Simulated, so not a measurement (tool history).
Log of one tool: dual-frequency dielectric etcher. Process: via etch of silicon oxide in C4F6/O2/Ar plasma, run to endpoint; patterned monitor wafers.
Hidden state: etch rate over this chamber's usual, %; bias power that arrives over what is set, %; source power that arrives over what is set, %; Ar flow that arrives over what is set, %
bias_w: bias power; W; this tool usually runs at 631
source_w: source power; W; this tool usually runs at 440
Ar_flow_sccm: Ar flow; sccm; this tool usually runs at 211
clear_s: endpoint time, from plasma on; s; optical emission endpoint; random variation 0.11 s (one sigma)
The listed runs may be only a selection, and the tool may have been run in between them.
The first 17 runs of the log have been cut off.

| run | hour | bias_w | source_w | Ar_flow_sccm | wafers since the last listed run | hours since the last wet clean | hours since the last bias power generator calibration | hours since the last source power generator calibration | hours since the last Ar flow controller change | hours since the last upper electrode change | incoming incoming film thickness, nm | clear_s |
|---|---|---|---|---|---|---|---|---|---|---|---|---|
| 18 | 1241.3 | 559 | 340 | 192 | 464 | 412.3 | 3301.8 | 564.8 | 682.8 | 296.4 | 173.5 | 37.2 |
| 19 | 1314.3 | 631 | 440 | 234 | 935 | 485.3 | 3374.8 | 637.8 | 755.8 | 369.4 | 171.9 | 31.9 |
|  | 1415.9 | wet clean of the chamber |
| 20 | 1416.4 | 631 | 370 | 159 | 1001 | 0.5 | 3476.9 | 739.9 | 857.9 | 471.5 | 173.2 | 33.1 |
| 21 | 1457.6 | 631 | 440 | 211 | 528 | 41.7 | 3518.1 | 781.1 | 899.1 | 512.7 | 172.6 | 32.5 |
| 22 | 1507.9 | 766 | 440 | 226 | 644 | 92.0 | 3568.4 | 831.4 | 949.4 | 563.0 | 171.5 | 29.4 |
|  | 1541.8 | bias power generator calibrated |
| 23 | 1601.5 | 535 | 340 | 237 | 1148 | 185.6 | 59.7 | 925.0 | 1043.0 | 656.6 | 172.7 | 40.0 |
| 24 | 1648.7 | 631 | 440 | 211 | 605 | 232.8 | 106.9 | 972.2 | 1090.2 | 703.8 | 171.7 | 31.9 |
| 25 | 1714.2 | 583 | 480 | 194 | 839 | 298.3 | 172.4 | 1037.7 | 1155.7 | 769.3 | 173.2 | 31.8 |
| 26 | 1807.8 | 704 | 440 | 258 | 1199 | 391.9 | 266.0 | 1131.3 | 1249.3 | 862.9 | 173.6 | 31.1 |
|  | 2037.5 | wet clean of the chamber |
| 27 | 2038.0 | 631 | 440 | 211 | 2643 | 0.5 | 496.2 | 1361.5 | 1479.5 | 1093.1 | 171.8 | 32.4 |
| 28 | 2077.4 | 738 | 550 | 211 | 505 | 39.9 | 535.6 | 1400.9 | 1518.9 | 1132.5 | 173.0 | 27.4 |
| 29 | 2175.4 | 570 | 380 | 187 | 1256 | 137.9 | 633.6 | 1498.9 | 1616.9 | 1230.5 | 174.0 | 35.6 |

What will run 30 give?
| 30 | 2232.6 | 631 | 440 | 211 | 733 | 195.1 | 690.8 | 1556.1 | 1674.1 | 1287.7 | 172.9 | ? |

{"run 30": {"clear_s": 32.2}}
With the hidden condition absent and the run-to-run variation left alone, this run would have shown clear_s 32.6 s.
